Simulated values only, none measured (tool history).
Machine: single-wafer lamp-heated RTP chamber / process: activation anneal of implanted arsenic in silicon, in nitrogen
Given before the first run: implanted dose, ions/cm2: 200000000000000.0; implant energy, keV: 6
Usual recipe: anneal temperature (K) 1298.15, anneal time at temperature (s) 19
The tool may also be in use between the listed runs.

run,hour,anneal temperature (K),anneal time at temperature (s),wafers since the last listed run,wafers since the last pyrometer calibration,wafers since the reflector plate was cleaned,hours since the gauge calibration,"read-back reference wafer on the same gauge, sheet resistance",sheet resistance of the implanted and annealed layer (ohm/square)
1,0,1298.15,10,0,2114,2214,66.3,487.5,495.7
2,62.3,1298.15,10,1019,3133,3234,128.6,486.06,488.04
# hour 115.2: pyrometer window cleaned and pyrometer calibrated
3,144.5,1298.15,10,1214,480,4448,210.8,484.43,491.07
4,169.5,1298.15,19,409,889,4857,235.8,483.76,480.14
5,265.3,1298.15,19,1567,2456,6424,331.6,482.95,476.71
6,294.6,1298.15,28,479,2936,6903,360.9,482.23,467.75
7,326.6,1298.15,19,523,3459,7427,392.9,481.4,480.89
# hour 371.2: reflector plate cleaned
# hour 399.2: pyrometer window cleaned and pyrometer calibrated
8,456.5,1298.15,19,1863,937,1265,522.8,480.58,474.48
9,492.8,1298.15,19,593,1531,1859,559.1,481.05,477.02
10,556.2,1298.15,19,1037,2568,2896,622.5,479.92,476.74
11,588.1,1298.15,19,521,3090,3418,654.4,480.55,470.29
12,619.6,1298.15,19,515,3605,3934,685.9,480.26,478.15

Forecast run 13:
# hour 655.1: pyrometer window cleaned and pyrometer calibrated
13,660.1,1298.15,19,531,81,4465,726.4,?,?

{"run 13": {"read-back reference wafer on the same gauge, sheet resistance": 480.17, "sheet resistance of the implanted and annealed layer (ohm/square)": 477.16}}
Had the tool carried no hidden state, the very same run would have given sheet resistance of the implanted and annealed layer (ohm/square) 488.86.

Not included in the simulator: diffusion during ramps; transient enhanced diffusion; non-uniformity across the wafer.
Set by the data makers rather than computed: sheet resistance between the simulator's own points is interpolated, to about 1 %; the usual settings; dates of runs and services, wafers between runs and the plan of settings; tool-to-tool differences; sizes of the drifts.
